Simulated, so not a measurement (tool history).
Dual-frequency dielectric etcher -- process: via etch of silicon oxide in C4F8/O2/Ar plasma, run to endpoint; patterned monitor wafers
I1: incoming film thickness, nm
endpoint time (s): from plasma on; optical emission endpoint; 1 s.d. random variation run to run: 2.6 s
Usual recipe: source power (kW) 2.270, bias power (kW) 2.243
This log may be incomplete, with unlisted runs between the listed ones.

{"run": 1, "day": 0.0, "source power (kW)": 2.57, "bias power (kW)": 2.243, "I1": 1685.4, "endpoint time (s)": 263.4}
{"day": 1.754, "done": "wet clean of the chamber"}
{"run": 2, "day": 1.775, "source power (kW)": 2.57, "bias power (kW)": 2.243, "I1": 1723.9, "endpoint time (s)": 285.7}
{"run": 3, "day": 3.433, "source power (kW)": 2.27, "bias power (kW)": 2.451, "I1": 1693.1, "endpoint time (s)": 291.4}
{"run": 4, "day": 4.85, "source power (kW)": 2.27, "bias power (kW)": 2.451, "I1": 1688.9, "endpoint time (s)": 292.4}
{"run": 5, "day": 7.812, "source power (kW)": 2.27, "bias power (kW)": 2.243, "I1": 1715.2, "endpoint time (s)": 294.7}
{"run": 6, "day": 9.538, "source power (kW)": 2.27, "bias power (kW)": 2.243, "I1": 1697.6, "endpoint time (s)": 296.1}
{"day": 9.808, "done": "source power generator calibrated"}
{"run": 7, "day": 11.442, "source power (kW)": 2.52, "bias power (kW)": 2.243, "I1": 1704.9, "endpoint time (s)": 278.4}
{"day": 12.475, "done": "upper electrode replaced"}
{"run": 8, "day": 15.758, "source power (kW)": 1.83, "bias power (kW)": 2.243, "I1": 1723.4, "endpoint time (s)": 338.4}
{"run": 9, "day": 17.196, "source power (kW)": 2.79, "bias power (kW)": 2.243, "I1": 1693.9, "endpoint time (s)": 251.4}
{"day": 19.729, "done": "wet clean of the chamber"}
{"day": 19.867, "done": "bias power generator calibrated"}
{"run": 10, "day": 19.888, "source power (kW)": 2.27, "bias power (kW)": 2.243, "I1": 1693.6, "endpoint time (s)": 305.5}
{"run": 11, "day": 20.392, "source power (kW)": 2.79, "bias power (kW)": 2.243, "I1": 1714.5, "endpoint time (s)": 267.0}

What does the tool deliver on the next run?
{"run": 12, "day": 23.129, "source power (kW)": 1.88, "bias power (kW)": 1.846, "I1": 1700.3, "endpoint time (s)": "?"}

endpoint time (s): 358.0
Were there no unlogged condition in the tool, this run, its random variation unchanged, would have produced endpoint time (s) 360.9.
